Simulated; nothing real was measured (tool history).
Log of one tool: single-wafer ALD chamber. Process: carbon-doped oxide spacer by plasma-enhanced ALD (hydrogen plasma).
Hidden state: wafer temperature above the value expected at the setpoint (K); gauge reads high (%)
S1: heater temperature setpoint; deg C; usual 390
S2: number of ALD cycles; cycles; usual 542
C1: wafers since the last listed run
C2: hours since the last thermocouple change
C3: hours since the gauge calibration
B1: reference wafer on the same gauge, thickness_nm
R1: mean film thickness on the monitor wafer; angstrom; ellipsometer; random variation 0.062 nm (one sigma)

Run 1, hour 0: usual settings; C1 0; C2 1127.1; C3 610.1; B1 26.464. Result: R1 247.17 angstrom.
Run 2, hour 64.1: usual settings; C1 41; C2 1191.2; C3 674.2; B1 26.505. Result: R1 246.78 angstrom.
Run 3, hour 106.6: usual settings; C1 27; C2 1233.7; C3 716.7; B1 26.495. Result: R1 247.3 angstrom.
Run 4, hour 171.7: usual settings; C1 42; C2 1298.8; C3 781.8; B1 26.518. Result: R1 247.03 angstrom.
At hour 235.1: thermocouple changed; heater temperature recalibrated.
Run 5, hour 321.4: usual settings; C1 92; C2 86.3; C3 931.5; B1 26.515. Result: R1 245.32 angstrom.
Run 6, hour 364.8: usual settings; C1 28; C2 129.7; C3 974.9; B1 26.494. Result: R1 247.26 angstrom.
Run 7, hour 403.2: usual settings; C1 25; C2 168.1; C3 1013.3; B1 26.479. Result: R1 245.81 angstrom.
Run 8, hour 445.3: usual settings but S2 457 cycles; C1 27; C2 210.2; C3 1055.4; B1 26.494. Result: R1 208.49 angstrom.
Run 9, hour 491.8: usual settings but S2 457 cycles; C1 30; C2 256.7; C3 1101.9; B1 26.471. Result: R1 208.14 angstrom.
Run 10, hour 518.6: usual settings but S1 398 deg C, S2 617 cycles; C1 17; C2 283.5; C3 1128.7; B1 26.502. Result: R1 280.45 angstrom.
Run 11, hour 560.9: usual settings but S1 398 deg C, S2 617 cycles; C1 27; C2 325.8; C3 1171; B1 26.501. Result: R1 280.59 angstrom.
Run 12, hour 599.2: usual settings but S1 398 deg C, S2 617 cycles; C1 24; C2 364.1; C3 1209.3; B1 26.498. Result: R1 281.07 angstrom.
Run 13, hour 634.1: usual settings but S1 395 deg C, S2 617 cycles; C1 22; C2 399; C3 1244.2; B1 26.488. Result: R1 280.65 angstrom.
Run 14, hour 697.9: usual settings but S1 395 deg C, S2 617 cycles; C1 41; C2 462.8; C3 1308; B1 26.505. Result: R1 280.99 angstrom.
Run 15, hour 735.2: usual settings but S1 395 deg C, S2 617 cycles; C1 24; C2 500.1; C3 1345.3; B1 26.484. Result: R1 279.53 angstrom.
Run 16, hour 775.4: usual settings but S1 385 deg C; C1 26; C2 540.3; C3 1385.5; B1 26.515. Result: R1 246.13 angstrom.
Run 17, hour 843.1: usual settings but S1 395 deg C; C1 44; C2 608; C3 1453.2; B1 26.52. Result: R1 247.74 angstrom.
At hour 871.7: gauge calibrated.
Run 18, hour 902: usual settings but S1 395 deg C; C1 38; C2 666.9; C3 30.3; B1 26.482. Result: R1 245.63 angstrom.
Run 19, hour 940.4: usual settings; C1 25; C2 705.3; C3 68.7; B1 26.492. Result: R1 247.3 angstrom.
Run 20, hour 985: usual settings; C1 29; C2 749.9; C3 113.3; B1 26.48. Result: R1 246.18 angstrom.
Run 21, hour 1043.2: usual settings; C1 37; C2 808.1; C3 171.5; B1 26.498. Result: R1 247.39 angstrom.
Run 22, hour 1076.3: usual settings but S1 403 deg C, S2 456 cycles; C1 21; C2 841.2; C3 204.6; B1 26.504. Result: R1 204.94 angstrom.
Run 23, hour 1140.9: usual settings but S1 386 deg C, S2 443 cycles; C1 42; C2 905.8; C3 269.2; B1 26.483. Result: R1 201.13 angstrom.
Run 24, hour 1204: usual settings but S1 380 deg C, S2 616 cycles; C1 41; C2 968.9; C3 332.3; B1 26.469. Result: R1 279.87 angstrom.
Run 25, hour 1262.5: usual settings; C1 38; C2 1027.4; C3 390.8; B1 26.507. Result: R1 246.06 angstrom.
Run 26, hour 1314.3: usual settings but S2 604 cycles; C1 33; C2 1079.2; C3 442.6; B1 26.465. Result: R1 274.55 angstrom.
At hour 1528.3: thermocouple changed; heater temperature recalibrated.
Run 27, hour 1528.8: usual settings; C1 134; C2 0.5; C3 657.1; B1 26.473. Result: R1 246.88 angstrom.
Run 28, hour 1560.4: usual settings but S1 403 deg C, S2 468 cycles; C1 20; C2 32.1; C3 688.7; B1 26.469. Result: R1 210.66 angstrom.
Run 29, hour 1585.1: usual settings but S1 377 deg C, S2 456 cycles; C1 16; C2 56.8; C3 713.4; B1 26.491. Result: R1 207.32 angstrom.
Run 30, hour 1648.3: usual settings but S1 384 deg C, S2 464 cycles; C1 41; C2 120; C3 776.6; B1 26.501. Result: R1 210.77 angstrom.
Run 31, hour 1681.2: usual settings but S1 384 deg C, S2 461 cycles; C1 21; C2 152.9; C3 809.5; B1 26.494. Result: R1 209.33 angstrom.
Run 32, hour 1748.1: usual settings; C1 43; C2 219.8; C3 876.4; B1 26.501. Result: R1 245.92 angstrom.
Run 33, hour 1825: usual settings but S2 618 cycles; C1 50; C2 296.7; C3 953.3; B1 26.48. Result: R1 281.49 angstrom.
Run 34, hour 1880.9: usual settings; C1 36; C2 352.6; C3 1009.2; B1 26.48. Result: R1 246.13 angstrom.
Run 35, hour 1919.7: usual settings but S1 403 deg C, S2 474 cycles; C1 25; C2 391.4; C3 1048; B1 26.501. Result: R1 213.02 angstrom.
Run 36, hour 1961: usual settings but S1 399 deg C, S2 641 cycles; C1 26; C2 432.7; C3 1089.3; B1 26.506. Result: R1 292.82 angstrom.
Run 37, hour 2149.2: usual settings but S1 386 deg C, S2 443 cycles; C1 122; C2 620.9; C3 1277.5; B1 26.492. Result: R1 201.56 angstrom.
Run 38, hour 2211.5: usual settings but S1 403 deg C, S2 646 cycles; C1 40; C2 683.2; C3 1339.8; B1 26.461. Result: R1 289.61 angstrom.
Run 39, hour 2265.3: usual settings; C1 35; C2 737; C3 1393.6; B1 26.485. Result: R1 245.87 angstrom.
Run 40, hour 2315.7: usual settings but S1 386 deg C; C1 32; C2 787.4; C3 1444; B1 26.526. Result: R1 244.98 angstrom.
Run 41, hour 2376.7: usual settings but S2 633 cycles; C1 39; C2 848.4; C3 1505; B1 26.535. Result: R1 287.6 angstrom.
Run 42, hour 2416.2: usual settings; C1 25; C2 887.9; C3 1544.5; B1 26.497. Result: R1 246.82 angstrom.
Run 43, hour 2472.1: usual settings but S2 613 cycles; C1 36; C2 943.8; C3 1600.4; B1 26.515. Result: R1 278.21 angstrom.

4 ways to go on from here, each from the tool as it stands after run 43. What would each give?
Run A, hour 2473.3: usual settings; C1 0; C2 945; C3 1601.6; B1 ?. Result: R1 ?.
Run B, hour 2473.3: usual settings but S1 401 deg C, S2 599 cycles; C1 0; C2 945; C3 1601.6; B1 ?. Result: R1 ?.
Run C, hour 2473.3: usual settings but S1 398 deg C; C1 0; C2 945; C3 1601.6; B1 ?. Result: R1 ?.
Run D, hour 2473.3: usual settings but S1 376 deg C, S2 465 cycles; C1 0; C2 945; C3 1601.6; B1 ?. Result: R1 ?.

run     B1      R1
  A  26.51  246.07
  B  26.51  270.46
  C  26.51  246.07
  D  26.51  211.11
Without the tool's hidden state the same runs would have given:
run      R1
  A  246.07
  B  270.46
  C  246.07
  D  211.11
